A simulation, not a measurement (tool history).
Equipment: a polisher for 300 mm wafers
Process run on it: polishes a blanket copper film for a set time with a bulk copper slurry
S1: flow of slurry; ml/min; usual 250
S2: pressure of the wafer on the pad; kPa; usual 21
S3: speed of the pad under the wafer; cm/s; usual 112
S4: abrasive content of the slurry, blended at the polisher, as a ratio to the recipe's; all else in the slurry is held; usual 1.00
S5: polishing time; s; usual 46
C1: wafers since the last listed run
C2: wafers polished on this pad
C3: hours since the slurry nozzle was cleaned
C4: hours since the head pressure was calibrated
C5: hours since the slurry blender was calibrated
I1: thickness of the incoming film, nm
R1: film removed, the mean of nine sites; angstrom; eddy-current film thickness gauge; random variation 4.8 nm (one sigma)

run   hour   S1  S2   S3    S4  S5   C1    C2     C3     C4     C5      I1    R1
  1    0.0  250  21  112  0.85  46    0   522  783.5  133.1  165.6  3840.1  5086
  2   18.5  250  21  112  1.00  46  257   779  802.0  151.6  184.1  3952.0  5294
      30.7  -- worn pad replaced by a new one
  3   52.0  250  21  112  1.00  46  409   295  835.5  185.1  217.6  3945.1  5267
  4   81.3  250  21  112  1.00  46  407   702  864.8  214.4  246.9  3889.3  5188
  5  103.8  320  21  142  1.00  46  312  1015  887.3  236.9  269.4  3860.2  6866
     107.2  -- slurry nozzle cleaned
     112.0  -- worn pad replaced by a new one
  6  135.1  250  21  112  1.00  46  365   321   27.9  268.2  300.7  3947.5  5246
  7  149.0  250  21  112  1.00  46  193   514   41.8  282.1  314.6  3974.8  5328
     177.9  -- worn pad replaced by a new one
  8  179.7  250  21  112  1.00  46  370    25   72.5  312.8  345.3  3906.3  5299
     195.5  -- head pressure recalibrated
  9  215.2  250  21  112  1.10  35  465   491  108.0   19.7  380.8  3897.4  4040

For run 10, what comes out?
     241.7  -- worn pad replaced by a new one
 10  242.2  195  21  112  1.20  46  319   6  135.0  46.7  407.8  3865.1   ?

{"run 10": {"R1": 5311}}
Take away the tool's hidden state, keep the run-to-run variation as it was, and the same run would have given R1 5626 angstrom.
